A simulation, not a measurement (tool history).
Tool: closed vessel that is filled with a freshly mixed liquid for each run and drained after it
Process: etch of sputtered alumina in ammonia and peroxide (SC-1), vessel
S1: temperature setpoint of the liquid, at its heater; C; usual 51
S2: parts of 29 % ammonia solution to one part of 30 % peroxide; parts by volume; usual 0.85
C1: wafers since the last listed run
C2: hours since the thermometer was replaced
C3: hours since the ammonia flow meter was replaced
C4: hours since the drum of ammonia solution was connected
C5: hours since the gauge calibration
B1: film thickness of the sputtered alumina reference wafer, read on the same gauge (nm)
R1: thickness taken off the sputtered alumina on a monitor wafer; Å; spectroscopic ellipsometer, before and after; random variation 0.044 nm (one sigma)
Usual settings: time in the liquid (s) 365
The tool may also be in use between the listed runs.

run 1 hour=0 | S1=51 S2=0.85 time_in_the_liquid_(s)=365 | C1=0 C2=2414.7 C3=702 C4=792.5 C5=79.4 | B1=30.05 | R1=189.6
run 2 hour=12.5 | S1=51 S2=0.85 time_in_the_liquid_(s)=365 | C1=701 C2=2427.2 C3=714.5 C4=805 C5=91.9 | B1=30 | R1=188.5
run 3 hour=24.3 | S1=58 S2=0.55 time_in_the_liquid_(s)=365 | C1=661 C2=2439 C3=726.3 C4=816.8 C5=103.7 | B1=30 | R1=265.1
run 4 hour=40.6 | S1=58 S2=0.55 time_in_the_liquid_(s)=365 | C1=914 C2=2455.3 C3=742.6 C4=833.1 C5=120 | B1=30.01 | R1=265
-- hour=67.8 thermometer replaced
run 5 hour=79.7 | S1=58 S2=0.55 time_in_the_liquid_(s)=365 | C1=2137 C2=11.9 C3=781.7 C4=872.2 C5=159.1 | B1=30.03 | R1=303.3
-- hour=88.4 new drum of ammonia solution connected
run 6 hour=89.8 | S1=51 S2=0.85 time_in_the_liquid_(s)=365 | C1=510 C2=22 C3=791.8 C4=1.4 C5=169.2 | B1=29.94 | R1=217.6
-- hour=91.8 gauge calibrated
run 7 hour=97.4 | S1=51 S2=0.85 time_in_the_liquid_(s)=365 | C1=426 C2=29.6 C3=799.4 C4=9 C5=5.6 | B1=30.04 | R1=216.6
run 8 hour=113 | S1=58 S2=0.55 time_in_the_liquid_(s)=365 | C1=875 C2=45.2 C3=815 C4=24.6 C5=21.2 | B1=30.04 | R1=301.8
run 9 hour=123 | S1=45 S2=1.2 time_in_the_liquid_(s)=365 | C1=560 C2=55.2 C3=825 C4=34.6 C5=31.2 | B1=30.02 | R1=160.4
-- hour=126.1 ammonia flow meter replaced
run 10 hour=133.1 | S1=55 S2=0.85 time_in_the_liquid_(s)=260 | C1=510 C2=65.3 C3=7 C4=44.7 C5=41.3 | B1=30 | R1=191.2
run 11 hour=148.8 | S1=54.5 S2=1.1 time_in_the_liquid_(s)=275 | C1=880 C2=81 C3=22.7 C4=60.4 C5=57 | B1=29.98 | R1=201.7
run 12 hour=157.5 | S1=51 S2=0.85 time_in_the_liquid_(s)=280 | C1=487 C2=89.7 C3=31.4 C4=69.1 C5=65.7 | B1=29.98 | R1=165.9
run 13 hour=168.6 | S1=55.5 S2=0.85 time_in_the_liquid_(s)=455 | C1=622 C2=100.8 C3=42.5 C4=80.2 C5=76.8 | B1=29.98 | R1=343.5
run 14 hour=185.1 | S1=47.5 S2=0.85 time_in_the_liquid_(s)=365 | C1=925 C2=117.3 C3=59 C4=96.7 C5=93.3 | B1=30.04 | R1=177.9

4 ways to go on from here, each from the tool as it stands after run 14. What would each give?
run A hour=185.9 | S1=51 S2=0.85 time_in_the_liquid_(s)=365 | C1=44 C2=118.1 C3=59.8 C4=97.5 C5=94.1 | B1=? | R1=?
run B hour=185.9 | S1=51 S2=0.45 time_in_the_liquid_(s)=365 | C1=44 C2=118.1 C3=59.8 C4=97.5 C5=94.1 | B1=? | R1=?
run C hour=185.9 | S1=41 S2=0.5 time_in_the_liquid_(s)=550 | C1=44 C2=118.1 C3=59.8 C4=97.5 C5=94.1 | B1=? | R1=?
run D hour=185.9 | S1=51 S2=0.7 time_in_the_liquid_(s)=365 | C1=44 C2=118.1 C3=59.8 C4=97.5 C5=94.1 | B1=? | R1=?

run=A B1=29.96 R1=216.4
run=B B1=29.96 R1=203.7
run=C B1=29.96 R1=175.8
run=D B1=29.96 R1=212.5
Without the tool's hidden state the same runs would have given:
run=A R1=220.4
run=B R1=207.4
run=C R1=179.3
run=D R1=216.3
